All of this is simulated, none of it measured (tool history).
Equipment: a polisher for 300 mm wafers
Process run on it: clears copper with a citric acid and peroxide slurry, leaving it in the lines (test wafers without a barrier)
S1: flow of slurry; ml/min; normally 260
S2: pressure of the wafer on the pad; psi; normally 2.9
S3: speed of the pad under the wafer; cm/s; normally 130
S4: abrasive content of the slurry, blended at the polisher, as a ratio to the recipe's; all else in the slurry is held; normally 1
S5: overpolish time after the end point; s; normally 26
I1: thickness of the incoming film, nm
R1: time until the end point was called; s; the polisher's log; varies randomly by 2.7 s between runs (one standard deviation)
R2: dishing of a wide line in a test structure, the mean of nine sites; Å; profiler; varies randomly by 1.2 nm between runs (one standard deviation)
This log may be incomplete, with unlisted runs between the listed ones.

| run | hour | S1 | S2 | S3 | S4 | S5 | I1 | R1 | R2 |
|---|---|---|---|---|---|---|---|---|---|
| 1 | 0 | 260 | 2.9 | 98 | 1 | 38 | 371 | 205.1 | 558 |
| 2 | 24.3 | 260 | 2.9 | 98 | 1 | 38 | 370.5 | 203 | 529 |
| 3 | 38.5 | 260 | 2.9 | 130 | 1 | 38 | 369.7 | 158.1 | 635 |
| 4 | 58 | 260 | 2.9 | 130 | 1 | 26 | 367.9 | 157.9 | 494 |
|  | 67.7 | slurry blender recalibrated |
| 5 | 82 | 260 | 2.9 | 130 | 1 | 26 | 367.5 | 147.4 | 486 |
| 6 | 112.7 | 260 | 2.9 | 130 | 1 | 26 | 367.1 | 147.7 | 492 |
| 7 | 139.6 | 260 | 2.9 | 130 | 1 | 26 | 366.5 | 144.9 | 505 |
| 8 | 165.3 | 260 | 2.9 | 130 | 1 | 26 | 372.2 | 151.6 | 478 |
|  | 172.7 | worn pad replaced by a new one |
| 9 | 193.3 | 260 | 2.9 | 130 | 1 | 26 | 365.5 | 152.3 | 484 |
| 10 | 227.7 | 260 | 2.9 | 130 | 1 | 26 | 370.1 | 151.6 | 471 |
| 11 | 259.1 | 260 | 2.9 | 130 | 1 | 26 | 370.6 | 156.1 | 454 |
| 12 | 276.4 | 260 | 2.9 | 166 | 1 | 26 | 363.3 | 121.7 | 587 |
|  | 295.7 | slurry blender recalibrated |
| 13 | 296.2 | 315 | 2.9 | 130 | 1 | 26 | 370.3 | 177.7 | 421 |
|  | 302.4 | slurry nozzle cleaned |
|  | 305.3 | head pressure recalibrated |
| 14 | 324.4 | 260 | 2.9 | 130 | 1 | 26 | 372.8 | 180.5 | 416 |
| 15 | 343 | 260 | 2.6 | 130 | 1 | 26 | 365.5 | 193.8 | 396 |
|  | 366.3 | worn pad replaced by a new one |
| 16 | 370.2 | 300 | 2.9 | 88 | 0.9 | 42 | 368.9 | 267.1 | 457 |
| 17 | 391.9 | 260 | 2.9 | 98 | 1 | 38 | 371.4 | 244.9 | 450 |
| 18 | 422.4 | 260 | 2.5 | 92 | 1.3 | 26 | 373.3 | 265.8 | 299 |
|  | 426.3 | slurry blender recalibrated, repeated, since the last time left the tool worse |
| 19 | 436.7 | 260 | 3.2 | 130 | 1.2 | 26 | 372.1 | 129.9 | 543 |
| 20 | 455.5 | 225 | 2.9 | 130 | 1 | 26 | 369.8 | 153.4 | 471 |
| 21 | 485 | 260 | 2.1 | 130 | 1.1 | 34 | 367.9 | 178.8 | 512 |
| 22 | 519.2 | 260 | 2.9 | 130 | 1 | 26 | 369.2 | 152 | 479 |
| 23 | 540.7 | 260 | 2.9 | 130 | 1 | 26 | 363.9 | 152.5 | 473 |

State the hidden condition of the tool at each of the runs:
removal rate lost through wear of the pad, %: 0 across all the runs
slurry flow missing at the pad, %: 0 across all the runs
deviation of the head's pressure from its setpoint, %: 0 across all the runs
H1: abrasive missing from the slurry, %
| run | H1 |
|---|---|
| 1 | 9.7 |
| 2 | 12.6 |
| 3 | 14.4 |
| 4 | 17.3 |
| 5 | 1.85 |
| 6 | 2.54 |
| 7 | 3.74 |
| 8 | 5.41 |
| 9 | 7.8 |
| 10 | 11.6 |
| 11 | 15.8 |
| 12 | 18.4 |
| 13 | 39.2 |
| 14 | 39.5 |
| 15 | 40 |
| 16 | 41.3 |
| 17 | 42.7 |
| 18 | 45.3 |
| 19 | 1.41 |
| 20 | 1.69 |
| 21 | 2.68 |
| 22 | 4.66 |
| 23 | 6.37 |
